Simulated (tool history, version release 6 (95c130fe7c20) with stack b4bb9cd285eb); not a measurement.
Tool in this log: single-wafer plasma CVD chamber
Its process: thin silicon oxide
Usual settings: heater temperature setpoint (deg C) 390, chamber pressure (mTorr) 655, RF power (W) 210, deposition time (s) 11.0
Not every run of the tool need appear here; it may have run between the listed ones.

run,hour,heater temperature setpoint (deg C),chamber pressure (mTorr),RF power (W),deposition time (s),wafers since the last listed run,hours since the last thermocouple change,hours since the last RF generator calibration,hours since the last manometer calibration,hours since the showerhead was replaced,hours since the gauge calibration,"read-back reference wafer on the same gauge, thickness_nm",mean film thickness on the monitor wafer (nm)
1,0.0,390,655,190,11.0,0,61.5,268.6,2304.3,1105.8,1260.9,12.711,12.399
2,53.8,390,655,190,11.0,1231,115.3,322.4,2358.1,1159.6,1314.7,12.688,12.419
3,263.8,390,655,210,11.0,4806,325.3,532.4,2568.1,1369.6,1524.7,12.669,12.704
4,331.6,401,655,210,11.0,1551,393.1,600.2,2635.9,1437.4,1592.5,12.705,12.602
5,422.6,398,655,190,11.0,2082,484.1,691.2,2726.9,1528.4,1683.5,12.693,11.927
# hour 503.6: capacitance manometer re-zeroed and calibrated
6,505.8,390,655,210,11.0,1721,567.3,774.4,2.2,1611.6,1766.7,12.693,13.412
7,605.5,390,655,210,11.0,2281,667.0,874.1,101.9,1711.3,1866.4,12.707,13.306
8,673.7,390,655,240,12.6,1560,735.2,942.3,170.1,1779.5,1934.6,12.702,16.190
9,718.3,390,655,210,11.0,1020,779.8,986.9,214.7,1824.1,1979.2,12.710,13.188
10,798.5,390,715,210,12.4,1835,860.0,1067.1,294.9,1904.3,2059.4,12.693,16.403
# hour 830.4: RF generator calibrated
11,848.3,390,655,210,11.0,956,909.8,17.9,344.7,1954.1,2109.2,12.689,13.632
# hour 919.8: gauge calibrated
12,1022.9,390,655,210,11.0,3995,1084.4,192.5,519.3,2128.7,103.1,12.730,13.425
13,1095.1,390,655,180,9.8,1652,1156.6,264.7,591.5,2200.9,175.3,12.704,11.281
14,1187.4,404,655,210,11.0,2112,1248.9,357.0,683.8,2293.2,267.6,12.712,13.242
15,1231.6,385,508,250,9.6,1011,1293.1,401.2,728.0,2337.4,311.8,12.694,9.743
# hour 1283.8: showerhead replaced
16,1329.3,397,583,240,12.3,2052,1390.8,498.9,825.7,45.5,409.5,12.692,13.995
17,1370.1,398,655,210,10.2,933,1431.6,539.7,866.5,86.3,450.3,12.693,12.312
18,1431.2,382,655,210,9.5,1398,1492.7,600.8,927.6,147.4,511.4,12.696,11.440
19,1489.5,390,655,240,12.6,1334,1551.0,659.1,985.9,205.7,569.7,12.664,16.068
20,1643.3,390,526,210,11.0,3519,1704.8,812.9,1139.7,359.5,723.5,12.713,10.560
21,1681.8,390,655,245,11.0,881,1743.3,851.4,1178.2,398.0,762.0,12.695,14.019
22,1738.8,390,655,210,13.0,1304,1800.3,908.4,1235.2,455.0,819.0,12.712,15.454
23,1824.3,390,655,210,11.0,1956,1885.8,993.9,1320.7,540.5,904.5,12.734,13.068
24,1904.4,390,655,210,11.0,1833,1965.9,1074.0,1400.8,620.6,984.6,12.686,12.895
25,1991.5,390,655,180,11.0,1993,2053.0,1161.1,1487.9,707.7,1071.7,12.679,12.100
# hour 2038.2: RF generator calibrated
26,2085.6,383,798,210,11.0,1970,2147.1,47.4,1582.0,801.8,1165.8,12.706,16.212
27,2177.2,390,655,210,11.0,2096,2238.7,139.0,1673.6,893.4,1257.4,12.675,13.231

Predict each of these 5 candidate next runs independently; none follows another, all start after run 27:
A,2177.6,390,655,210,11.0,9,2239.1,139.4,1674.0,893.8,1257.8,?,?
B,2177.6,380,553,245,9.2,9,2239.1,139.4,1674.0,893.8,1257.8,?,?
C,2177.6,399,506,225,9.6,9,2239.1,139.4,1674.0,893.8,1257.8,?,?
D,2177.6,398,549,200,9.1,9,2239.1,139.4,1674.0,893.8,1257.8,?,?
E,2177.6,390,655,210,11.9,9,2239.1,139.4,1674.0,893.8,1257.8,?,?

run,"read-back reference wafer on the same gauge, thickness_nm",mean film thickness on the monitor wafer (nm)
A,12.698,13.264
B,12.698,10.012
C,12.698,9.106
D,12.698,8.954
E,12.698,14.346
Without the tool's unlogged condition, the same runs would have read:
run,mean film thickness on the monitor wafer (nm)
A,13.819
B,10.442
C,9.498
D,9.342
E,14.946

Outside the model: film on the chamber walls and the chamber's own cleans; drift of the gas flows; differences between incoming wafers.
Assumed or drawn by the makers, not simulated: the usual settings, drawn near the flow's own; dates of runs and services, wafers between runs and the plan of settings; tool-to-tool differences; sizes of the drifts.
